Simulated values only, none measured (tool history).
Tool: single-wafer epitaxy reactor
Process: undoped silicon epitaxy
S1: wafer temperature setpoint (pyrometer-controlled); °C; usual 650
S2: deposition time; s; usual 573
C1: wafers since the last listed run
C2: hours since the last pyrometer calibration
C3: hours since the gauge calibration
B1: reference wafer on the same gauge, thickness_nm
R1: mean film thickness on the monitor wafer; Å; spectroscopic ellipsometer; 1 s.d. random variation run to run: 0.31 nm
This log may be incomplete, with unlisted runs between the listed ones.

{"run": 1, "hour": 0.0, "S1": 659, "S2": 573, "C1": 0, "C2": 604.5, "C3": 477.9, "B1": 86.988, "R1": 1138.81}
{"run": 2, "hour": 18.4, "S1": 659, "S2": 573, "C1": 62, "C2": 622.9, "C3": 496.3, "B1": 86.932, "R1": 1123.57}
{"run": 3, "hour": 38.8, "S1": 650, "S2": 573, "C1": 69, "C2": 643.3, "C3": 516.7, "B1": 87.025, "R1": 907.63}
{"run": 4, "hour": 92.0, "S1": 650, "S2": 573, "C1": 182, "C2": 696.5, "C3": 569.9, "B1": 86.973, "R1": 901.95}
{"run": 5, "hour": 112.4, "S1": 650, "S2": 573, "C1": 69, "C2": 716.9, "C3": 590.3, "B1": 86.875, "R1": 906.5}
{"run": 6, "hour": 132.1, "S1": 656, "S2": 573, "C1": 67, "C2": 736.6, "C3": 610.0, "B1": 86.918, "R1": 1043.38}
{"run": 7, "hour": 166.1, "S1": 650, "S2": 573, "C1": 116, "C2": 770.6, "C3": 644.0, "B1": 86.753, "R1": 901.27}
{"run": 8, "hour": 192.3, "S1": 650, "S2": 573, "C1": 89, "C2": 796.8, "C3": 670.2, "B1": 86.809, "R1": 902.84}
{"run": 9, "hour": 293.0, "S1": 650, "S2": 501, "C1": 344, "C2": 897.5, "C3": 770.9, "B1": 86.726, "R1": 791.62}
{"run": 10, "hour": 365.1, "S1": 650, "S2": 573, "C1": 246, "C2": 969.6, "C3": 843.0, "B1": 86.617, "R1": 904.08}
{"run": 11, "hour": 390.0, "S1": 650, "S2": 573, "C1": 85, "C2": 994.5, "C3": 867.9, "B1": 86.712, "R1": 901.42}
{"run": 12, "hour": 418.0, "S1": 650, "S2": 573, "C1": 95, "C2": 1022.5, "C3": 895.9, "B1": 86.784, "R1": 903.49}
{"run": 13, "hour": 438.7, "S1": 650, "S2": 573, "C1": 70, "C2": 1043.2, "C3": 916.6, "B1": 86.6, "R1": 901.16}
{"run": 14, "hour": 463.1, "S1": 650, "S2": 573, "C1": 83, "C2": 1067.6, "C3": 941.0, "B1": 86.758, "R1": 904.39}
{"hour": 464.5, "done": "gauge calibrated"}
{"run": 15, "hour": 543.6, "S1": 650, "S2": 573, "C1": 275, "C2": 1148.1, "C3": 79.1, "B1": 88.048, "R1": 916.35}
{"run": 16, "hour": 642.8, "S1": 650, "S2": 573, "C1": 339, "C2": 1247.3, "C3": 178.3, "B1": 87.727, "R1": 915.51}
{"run": 17, "hour": 661.2, "S1": 650, "S2": 573, "C1": 62, "C2": 1265.7, "C3": 196.7, "B1": 87.566, "R1": 907.56}
{"hour": 679.6, "done": "pyrometer calibrated"}
{"run": 18, "hour": 680.8, "S1": 650, "S2": 573, "C1": 39, "C2": 1.2, "C3": 216.3, "B1": 87.572, "R1": 914.6}
{"run": 19, "hour": 709.3, "S1": 650, "S2": 573, "C1": 97, "C2": 29.7, "C3": 244.8, "B1": 87.485, "R1": 912.4}
{"run": 20, "hour": 739.4, "S1": 650, "S2": 573, "C1": 103, "C2": 59.8, "C3": 274.9, "B1": 87.477, "R1": 912.88}
{"run": 21, "hour": 764.9, "S1": 650, "S2": 654, "C1": 87, "C2": 85.3, "C3": 300.4, "B1": 87.422, "R1": 1037.3}
{"run": 22, "hour": 797.6, "S1": 645, "S2": 622, "C1": 111, "C2": 118.0, "C3": 333.1, "B1": 87.186, "R1": 874.74}

Estimate the outcome of run 23 from the log above:
{"run": 23, "hour": 828.5, "S1": 646, "S2": 492, "C1": 105, "C2": 148.9, "C3": 364.0, "B1": "?", "R1": "?"}

{"run 23": {"B1": 87.059, "R1": 706.66}}
On a tool with no hidden condition, and with the same random variation, this run would have come out at R1 715.43 Å.
